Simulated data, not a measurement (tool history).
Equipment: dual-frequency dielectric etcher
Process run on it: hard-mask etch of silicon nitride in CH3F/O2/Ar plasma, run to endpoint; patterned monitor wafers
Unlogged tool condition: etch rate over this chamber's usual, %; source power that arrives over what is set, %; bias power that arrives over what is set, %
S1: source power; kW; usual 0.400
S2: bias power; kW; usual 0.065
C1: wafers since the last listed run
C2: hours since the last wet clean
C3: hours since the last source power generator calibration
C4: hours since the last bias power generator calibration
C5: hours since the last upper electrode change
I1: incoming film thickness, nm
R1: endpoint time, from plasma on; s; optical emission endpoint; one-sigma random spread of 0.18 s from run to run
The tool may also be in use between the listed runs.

run	day	S1	S2	C1	C2	C3	C4	C5	I1	R1
1	0.000	0.400	0.065	0	463.1	3193.1	4080.3	3753.8	42.78	64.3
2	0.529	0.400	0.065	139	475.8	3205.8	4093.0	3766.5	42.54	63.8
3	1.125	0.400	0.075	157	490.1	3220.1	4107.3	3780.8	42.90	62.6
4	1.838	0.400	0.075	188	507.2	3237.2	4124.4	3797.9	42.36	62.1
5	2.212	0.400	0.075	99	516.2	3246.2	4133.4	3806.9	42.68	62.6
6	2.800	0.440	0.059	155	530.3	3260.3	4147.5	3821.0	42.74	63.6
7	4.021	0.400	0.065	322	559.6	3289.6	4176.8	3850.3	42.30	64.3
8	4.317	0.400	0.065	78	566.7	3296.7	4183.9	3857.4	42.62	64.7
9	4.988	0.400	0.065	177	582.8	3312.8	4200.0	3873.5	42.51	64.2
# day 5.192: source power generator calibrated
10	5.667	0.400	0.074	135	599.1	11.4	4216.3	3889.8	42.58	63.3
# day 6.971: upper electrode replaced
# day 7.492: wet clean of the chamber
11	7.512	0.400	0.080	86	0.5	55.7	4260.6	13.0	42.08	58.4
12	7.525	0.400	0.065	3	0.8	56.0	4260.9	13.3	42.57	61.2
13	7.642	0.400	0.065	30	3.6	58.8	4263.7	16.1	42.31	60.6
14	8.204	0.360	0.052	148	17.1	72.3	4277.2	29.6	42.39	66.5
# day 8.558: bias power generator calibrated
15	8.579	0.360	0.065	55	26.1	81.3	0.5	38.6	42.70	64.1
16	9.142	0.400	0.051	148	39.6	94.8	14.0	52.1	42.71	64.5
17	9.871	0.320	0.073	192	57.1	112.3	31.5	69.6	42.55	65.8
18	10.979	0.350	0.059	292	83.7	138.9	58.1	96.2	42.32	65.6
19	11.571	0.400	0.065	156	97.9	153.1	72.3	110.4	42.17	61.1

Forecast each of these 5 alternatives for the next run:
A	11.588	0.400	0.065	4	98.3	153.5	72.7	110.8	42.48	?
B	11.588	0.450	0.058	4	98.3	153.5	72.7	110.8	42.48	?
C	11.588	0.470	0.074	4	98.3	153.5	72.7	110.8	42.48	?
D	11.588	0.310	0.050	4	98.3	153.5	72.7	110.8	42.48	?
E	11.588	0.460	0.061	4	98.3	153.5	72.7	110.8	42.48	?

run	R1
A	61.3
B	59.6
C	55.9
D	71.4
E	58.5
Without the tool's hidden state the same runs would have given:
run	R1
A	61.3
B	59.6
C	55.9
D	71.4
E	58.5

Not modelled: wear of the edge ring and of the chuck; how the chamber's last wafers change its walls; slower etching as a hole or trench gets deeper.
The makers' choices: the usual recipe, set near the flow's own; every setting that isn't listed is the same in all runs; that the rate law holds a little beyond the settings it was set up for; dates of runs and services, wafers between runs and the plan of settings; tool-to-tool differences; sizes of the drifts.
